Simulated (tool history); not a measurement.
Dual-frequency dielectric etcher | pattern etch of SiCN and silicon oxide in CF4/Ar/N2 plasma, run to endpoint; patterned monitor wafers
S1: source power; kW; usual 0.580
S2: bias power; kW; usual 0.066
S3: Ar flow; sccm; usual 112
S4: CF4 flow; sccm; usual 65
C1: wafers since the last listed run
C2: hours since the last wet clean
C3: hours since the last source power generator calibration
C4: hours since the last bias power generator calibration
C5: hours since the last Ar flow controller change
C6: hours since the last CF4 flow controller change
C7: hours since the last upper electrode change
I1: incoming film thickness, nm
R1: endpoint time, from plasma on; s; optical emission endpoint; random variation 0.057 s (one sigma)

| run | hour | S1 | S2 | S3 | S4 | C1 | C2 | C3 | C4 | C5 | C6 | C7 | I1 | R1 |
|---|---|---|---|---|---|---|---|---|---|---|---|---|---|---|
| 1 | 0.0 | 0.580 | 0.066 | 112 | 65 | 0 | 134.5 | 2886.0 | 2009.1 | 5734.6 | 2150.5 | 3260.7 | 8.93 | 8.1 |
| 2 | 33.7 | 0.580 | 0.073 | 112 | 65 | 504 | 168.2 | 2919.7 | 2042.8 | 5768.3 | 2184.2 | 3294.4 | 8.93 | 7.8 |
| 3 | 56.6 | 0.580 | 0.073 | 112 | 65 | 343 | 191.1 | 2942.6 | 2065.7 | 5791.2 | 2207.1 | 3317.3 | 8.93 | 8.0 |
| 4 | 83.0 | 0.580 | 0.066 | 112 | 65 | 395 | 217.5 | 2969.0 | 2092.1 | 5817.6 | 2233.5 | 3343.7 | 8.85 | 8.0 |
| 5 | 116.3 | 0.580 | 0.066 | 112 | 59 | 498 | 250.8 | 3002.3 | 2125.4 | 5850.9 | 2266.8 | 3377.0 | 8.87 | 8.3 |
| 6 | 133.8 | 0.580 | 0.066 | 112 | 65 | 262 | 268.3 | 3019.8 | 2142.9 | 5868.4 | 2284.3 | 3394.5 | 8.92 | 8.1 |
| 7 | 169.0 | 0.580 | 0.066 | 112 | 65 | 527 | 303.5 | 3055.0 | 2178.1 | 5903.6 | 2319.5 | 3429.7 | 8.94 | 8.2 |
| 8 | 184.3 | 0.580 | 0.066 | 112 | 65 | 229 | 318.8 | 3070.3 | 2193.4 | 5918.9 | 2334.8 | 3445.0 | 8.90 | 8.3 |
| 9 | 207.0 | 0.580 | 0.066 | 112 | 65 | 340 | 341.5 | 3093.0 | 2216.1 | 5941.6 | 2357.5 | 3467.7 | 8.92 | 8.2 |
|  | 218.0 | bias power generator calibrated |
| 10 | 228.3 | 0.580 | 0.066 | 112 | 65 | 259 | 362.8 | 3114.3 | 10.3 | 5962.9 | 2378.8 | 3489.0 | 9.00 | 8.4 |
| 11 | 244.7 | 0.580 | 0.066 | 112 | 65 | 245 | 379.2 | 3130.7 | 26.7 | 5979.3 | 2395.2 | 3505.4 | 8.92 | 8.3 |
|  | 249.7 | source power generator calibrated |
| 12 | 273.5 | 0.580 | 0.066 | 112 | 65 | 371 | 408.0 | 23.8 | 55.5 | 6008.1 | 2424.0 | 3534.2 | 9.03 | 8.3 |
| 13 | 294.2 | 0.500 | 0.082 | 88 | 65 | 310 | 428.7 | 44.5 | 76.2 | 6028.8 | 2444.7 | 3554.9 | 8.94 | 8.5 |
|  | 316.1 | CF4 flow controller replaced |
| 14 | 321.9 | 0.520 | 0.066 | 136 | 65 | 325 | 456.4 | 72.2 | 103.9 | 6056.5 | 5.8 | 3582.6 | 8.94 | 9.1 |
|  | 344.5 | Ar flow controller replaced |
|  | 370.1 | wet clean of the chamber |
|  | 390.2 | upper electrode replaced, of another model than before |
| 15 | 390.7 | 0.530 | 0.066 | 95 | 65 | 279 | 20.6 | 141.0 | 172.7 | 46.2 | 74.6 | 0.5 | 8.98 | 8.2 |
| 16 | 391.1 | 0.580 | 0.066 | 112 | 65 | 5 | 21.0 | 141.4 | 173.1 | 46.6 | 75.0 | 0.9 | 8.92 | 8.0 |
| 17 | 411.8 | 0.460 | 0.066 | 121 | 65 | 310 | 41.7 | 162.1 | 193.8 | 67.3 | 95.7 | 21.6 | 8.91 | 8.8 |
| 18 | 425.7 | 0.580 | 0.066 | 112 | 72 | 208 | 55.6 | 176.0 | 207.7 | 81.2 | 109.6 | 35.5 | 8.91 | 7.8 |
| 19 | 441.4 | 0.710 | 0.066 | 112 | 65 | 235 | 71.3 | 191.7 | 223.4 | 96.9 | 125.3 | 51.2 | 8.88 | 7.2 |
| 20 | 462.7 | 0.580 | 0.066 | 112 | 73 | 319 | 92.6 | 213.0 | 244.7 | 118.2 | 146.6 | 72.5 | 8.96 | 8.0 |
| 21 | 487.2 | 0.580 | 0.073 | 112 | 65 | 367 | 117.1 | 237.5 | 269.2 | 142.7 | 171.1 | 97.0 | 8.86 | 7.9 |
| 22 | 518.4 | 0.640 | 0.066 | 88 | 65 | 467 | 148.3 | 268.7 | 300.4 | 173.9 | 202.3 | 128.2 | 8.90 | 7.4 |
| 23 | 541.9 | 0.720 | 0.066 | 112 | 65 | 352 | 171.8 | 292.2 | 323.9 | 197.4 | 225.8 | 151.7 | 8.88 | 7.3 |

What if the next run were any one of these 5? Each begins from the tool's condition after run 23:
| A | 542.3 | 0.580 | 0.066 | 130 | 65 | 5 | 172.2 | 292.6 | 324.3 | 197.8 | 226.2 | 152.1 | 8.87 | ? |
| B | 542.3 | 0.580 | 0.057 | 112 | 65 | 5 | 172.2 | 292.6 | 324.3 | 197.8 | 226.2 | 152.1 | 8.87 | ? |
| C | 542.3 | 0.580 | 0.066 | 140 | 65 | 5 | 172.2 | 292.6 | 324.3 | 197.8 | 226.2 | 152.1 | 8.87 | ? |
| D | 542.3 | 0.580 | 0.077 | 112 | 65 | 5 | 172.2 | 292.6 | 324.3 | 197.8 | 226.2 | 152.1 | 8.87 | ? |
| E | 542.3 | 0.580 | 0.066 | 133 | 60 | 5 | 172.2 | 292.6 | 324.3 | 197.8 | 226.2 | 152.1 | 8.87 | ? |

| run | R1 |
|---|---|
| A | 8.2 |
| B | 8.3 |
| C | 8.3 |
| D | 7.9 |
| E | 8.3 |
What these runs would have given with no unlogged condition in the tool:
| run | R1 |
|---|---|
| A | 8.1 |
| B | 8.1 |
| C | 8.1 |
| D | 7.8 |
| E | 8.2 |
